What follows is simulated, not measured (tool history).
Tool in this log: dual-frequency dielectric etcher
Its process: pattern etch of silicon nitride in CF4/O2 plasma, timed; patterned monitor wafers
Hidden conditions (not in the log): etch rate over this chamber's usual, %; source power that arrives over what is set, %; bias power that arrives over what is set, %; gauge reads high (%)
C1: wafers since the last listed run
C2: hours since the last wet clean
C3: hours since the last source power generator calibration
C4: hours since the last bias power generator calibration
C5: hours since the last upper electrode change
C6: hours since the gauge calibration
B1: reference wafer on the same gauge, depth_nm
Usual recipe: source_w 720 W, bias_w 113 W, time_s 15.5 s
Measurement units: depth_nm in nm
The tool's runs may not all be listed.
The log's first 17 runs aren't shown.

run 18 hour=497.2 | source_w=720 bias_w=113 time_s=15.5 | C1=198 C2=153.8 C3=200.1 C4=4555.6 C5=11.3 C6=58.7 | B1=43.54 | depth_nm=37.71
run 19 hour=521.5 | source_w=720 bias_w=113 time_s=15.5 | C1=446 C2=178.1 C3=224.4 C4=4579.9 C5=35.6 C6=83.0 | B1=43.48 | depth_nm=37.94
run 20 hour=545.2 | source_w=720 bias_w=113 time_s=15.5 | C1=435 C2=201.8 C3=248.1 C4=4603.6 C5=59.3 C6=106.7 | B1=43.49 | depth_nm=37.61
-- hour=557.7 bias power generator calibrated
run 21 hour=559.0 | source_w=660 bias_w=124 time_s=19.5 | C1=180 C2=215.6 C3=261.9 C4=1.3 C5=73.1 C6=120.5 | B1=43.49 | depth_nm=47.10
run 22 hour=578.5 | source_w=720 bias_w=113 time_s=15.5 | C1=358 C2=235.1 C3=281.4 C4=20.8 C5=92.6 C6=140.0 | B1=43.52 | depth_nm=37.65
run 23 hour=601.6 | source_w=720 bias_w=113 time_s=15.5 | C1=424 C2=258.2 C3=304.5 C4=43.9 C5=115.7 C6=163.1 | B1=43.56 | depth_nm=37.93
run 24 hour=625.4 | source_w=670 bias_w=103 time_s=15.5 | C1=437 C2=282.0 C3=328.3 C4=67.7 C5=139.5 C6=186.9 | B1=43.48 | depth_nm=35.07
run 25 hour=658.4 | source_w=550 bias_w=113 time_s=15.5 | C1=606 C2=315.0 C3=361.3 C4=100.7 C5=172.5 C6=219.9 | B1=43.45 | depth_nm=32.93
run 26 hour=686.3 | source_w=720 bias_w=123 time_s=15.5 | C1=513 C2=342.9 C3=389.2 C4=128.6 C5=200.4 C6=247.8 | B1=43.55 | depth_nm=38.30
run 27 hour=700.5 | source_w=840 bias_w=135 time_s=18.5 | C1=261 C2=357.1 C3=403.4 C4=142.8 C5=214.6 C6=262.0 | B1=43.56 | depth_nm=50.95
run 28 hour=721.4 | source_w=720 bias_w=113 time_s=15.5 | C1=384 C2=378.0 C3=424.3 C4=163.7 C5=235.5 C6=282.9 | B1=43.51 | depth_nm=37.13
run 29 hour=737.1 | source_w=880 bias_w=113 time_s=15.5 | C1=288 C2=393.7 C3=440.0 C4=179.4 C5=251.2 C6=298.6 | B1=43.51 | depth_nm=41.35
run 30 hour=769.4 | source_w=800 bias_w=105 time_s=12.5 | C1=593 C2=426.0 C3=472.3 C4=211.7 C5=283.5 C6=330.9 | B1=43.52 | depth_nm=30.92

What if the next run were any one of these 4? Each begins from the tool's condition after run 30:
run A hour=769.8 | source_w=720 bias_w=135 time_s=15.5 | C1=7 C2=426.4 C3=472.7 C4=212.1 C5=283.9 C6=331.3 | B1=? | depth_nm=?
run B hour=769.8 | source_w=800 bias_w=133 time_s=13.5 | C1=7 C2=426.4 C3=472.7 C4=212.1 C5=283.9 C6=331.3 | B1=? | depth_nm=?
run C hour=769.8 | source_w=720 bias_w=127 time_s=19.0 | C1=7 C2=426.4 C3=472.7 C4=212.1 C5=283.9 C6=331.3 | B1=? | depth_nm=?
run D hour=769.8 | source_w=650 bias_w=103 time_s=15.5 | C1=7 C2=426.4 C3=472.7 C4=212.1 C5=283.9 C6=331.3 | B1=? | depth_nm=?

run=A B1=43.58 depth_nm=39.38
run=B B1=43.58 depth_nm=35.98
run=C B1=43.58 depth_nm=47.28
run=D B1=43.58 depth_nm=34.27
Had the tool no hidden state, the same runs would have come out as:
run=A depth_nm=40.63
run=B depth_nm=37.13
run=C depth_nm=48.78
run=D depth_nm=35.36
